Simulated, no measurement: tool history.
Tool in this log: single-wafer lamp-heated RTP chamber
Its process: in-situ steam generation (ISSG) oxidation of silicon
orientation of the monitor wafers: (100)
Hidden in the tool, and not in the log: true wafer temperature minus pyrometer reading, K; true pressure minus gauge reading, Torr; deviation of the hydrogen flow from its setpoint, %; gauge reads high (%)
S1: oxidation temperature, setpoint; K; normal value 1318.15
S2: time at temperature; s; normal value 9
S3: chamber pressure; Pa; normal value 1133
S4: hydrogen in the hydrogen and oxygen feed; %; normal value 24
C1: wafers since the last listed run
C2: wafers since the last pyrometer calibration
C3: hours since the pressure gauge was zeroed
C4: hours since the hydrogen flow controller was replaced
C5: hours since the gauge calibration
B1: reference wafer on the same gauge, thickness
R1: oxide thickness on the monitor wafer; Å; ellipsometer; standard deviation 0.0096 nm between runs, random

run	hour	S1	S2	S3	S4	C1	C2	C3	C4	C5	B1	R1
1	0	1318.15	9	1133	24	0	3530	988.1	3274.5	2085.9	5.287	46.95
2	76.6	1318.15	9	1133	24	770	4300	1064.7	3351.1	2162.5	5.282	47.05
# hour 102.2: gauge calibrated
3	156.9	1318.15	9	1133	24	807	5108	1145	3431.4	54.7	5.279	47
# hour 364.5: pyrometer window cleaned and pyrometer calibrated
4	475.3	1318.15	9	1133	24	3121	1114	1463.4	3749.8	373.1	5.281	46.56
5	537.1	1318.15	9	1133	24	621	1735	1525.2	3811.6	434.9	5.284	46.9
6	640.6	1318.15	9	1133	24	1040	2776	1628.7	3915.1	538.4	5.274	46.92
7	734.3	1318.15	9	1133	24	942	3718	1722.4	4008.8	632.1	5.283	47.07
8	883.3	1318.15	9	1040	24	1498	5216	1871.4	4157.8	781.1	5.277	47.42
# hour 958: pyrometer window cleaned and pyrometer calibrated
9	982.5	1318.15	9	1040	24	917	246	1970.6	4257	880.3	5.277	48
10	1022.4	1318.15	9	1267	24	401	647	2010.5	4296.9	920.2	5.278	47.38
11	1118.1	1318.15	9	1267	24	962	1610	2106.2	4392.6	1015.9	5.282	47.45
12	1214.1	1318.15	9	1200	24	965	2575	2202.2	4488.6	1111.9	5.282	47.91
13	1308.9	1318.15	9	1200	24	953	3528	2297	4583.4	1206.7	5.279	48.02
# hour 1379.2: pressure gauge zeroed
14	1404	1318.15	9	1133	24	875	4404	24.8	4678.5	1301.8	5.28	48.4
15	1483	1318.15	9	1320	24	794	5198	103.8	4757.5	1380.8	5.277	47.43
16	1525.4	1301.15	9	1133	24	426	5624	146.2	4799.9	1423.2	5.285	45.22
# hour 1606.3: pyrometer window cleaned and pyrometer calibrated, repeated, since the last time left the tool worse
17	1765.8	1318.15	9	1133	30	2336	1604	386.6	5040.3	1663.6	5.277	49.59
18	1931.9	1330.15	7	1240	32	1670	3274	552.7	5206.4	1829.7	5.284	46.8
# hour 1988.7: hydrogen flow controller replaced
19	2006.2	1318.15	9	1133	24	666	3940	627	17.5	1904	5.279	46.96
20	2113.6	1304.15	10	1133	24	1079	5020	734.4	124.9	2011.4	5.281	46.37
# hour 2123.9: gauge calibrated
# hour 2182.3: pyrometer window cleaned and pyrometer calibrated
21	2198.2	1309.15	7	1133	24	770	160	819	209.5	74.3	5.283	39.72
22	2272.7	1318.15	9	1133	24	749	909	893.5	284	148.8	5.277	46.65
23	2314.3	1318.15	9	1133	24	418	1327	935.1	325.6	190.4	5.281	46.57
24	2365.5	1318.15	9	1067	24	514	1842	986.3	376.8	241.6	5.287	46.83
25	2469.6	1318.15	9	1133	24	1046	2889	1090.4	480.9	345.7	5.285	46.92
26	2534.3	1318.15	9	1133	24	650	3539	1155.1	545.6	410.4	5.279	47.01
27	2625.5	1318.15	9	1133	24	917	4456	1246.3	636.8	501.6	5.279	46.91
28	2715	1318.15	7	1133	24	899	5356	1335.8	726.3	591.1	5.283	41.73
# hour 2778.8: pyrometer window cleaned and pyrometer calibrated
29	2816.2	1303.15	6	1253	24	937	376	1437	827.5	692.3	5.276	35.99

Consider 4 possible next runs. They are alternatives, not a sequence: every one starts from the tool as it was left by run 29. What does each give?
A	2816.6	1318.15	9	1133	15	4	380	1437.4	827.9	692.7	?	?
B	2816.6	1318.15	10	1053	32	4	380	1437.4	827.9	692.7	?	?
C	2816.6	1336.15	9	1013	24	4	380	1437.4	827.9	692.7	?	?
D	2816.6	1325.15	9	1133	17	4	380	1437.4	827.9	692.7	?	?

run	B1	R1
A	5.281	41.31
B	5.281	53.25
C	5.281	50.68
D	5.281	43.92
With no hidden state in the tool, these same runs would have given:
run	R1
A	41.14
B	53.03
C	50.45
D	43.74
